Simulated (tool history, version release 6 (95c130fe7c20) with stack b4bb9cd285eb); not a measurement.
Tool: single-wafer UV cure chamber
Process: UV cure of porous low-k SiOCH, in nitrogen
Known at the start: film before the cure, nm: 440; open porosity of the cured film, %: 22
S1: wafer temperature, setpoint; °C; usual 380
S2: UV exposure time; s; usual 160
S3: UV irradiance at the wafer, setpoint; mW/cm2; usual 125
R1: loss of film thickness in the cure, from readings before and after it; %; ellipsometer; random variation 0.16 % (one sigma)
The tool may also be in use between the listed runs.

run	day	S1	S2	S3	R1
1	0.000	380	160	125	8.648
2	0.517	380	160	125	8.939
3	1.896	380	160	125	8.933
4	3.388	380	160	125	8.822
5	4.800	395	160	94	7.836
6	6.175	380	85	125	6.133
7	9.575	380	85	125	6.199
8	10.496	368	160	125	8.433
9	11.183	368	160	125	8.538
10	11.750	368	160	125	8.694
# day 12.596: quartz window cleaned
11	12.700	380	160	153	9.718
12	13.912	380	160	140	9.346
13	15.092	380	160	140	9.376
14	16.008	380	160	125	8.604
15	17.500	398	160	152	10.000
16	18.433	372	160	160	9.964
# day 19.112: UV bulbs replaced
17	19.250	373	240	125	12.709
18	21.371	380	160	125	10.641
19	22.350	380	70	125	7.045
20	23.683	380	160	125	10.521
21	24.654	374	160	153	11.256
22	25.671	390	85	109	7.308
23	27.125	361	95	87	6.197
24	27.962	380	250	165	13.520
25	28.721	372	75	92	5.726
26	29.983	380	200	125	11.418

Forecast each of these 5 alternatives for the next run:
A	30.004	380	160	125	?
B	30.004	374	250	105	?
C	30.004	370	160	152	?
D	30.004	392	65	160	?
E	30.004	369	130	90	?

run	R1
A	10.522
B	11.690
C	11.247
D	7.793
E	7.897
Without the tool's hidden state the same runs would have given:
run	R1
A	11.175
B	12.361
C	11.911
D	8.401
E	8.508

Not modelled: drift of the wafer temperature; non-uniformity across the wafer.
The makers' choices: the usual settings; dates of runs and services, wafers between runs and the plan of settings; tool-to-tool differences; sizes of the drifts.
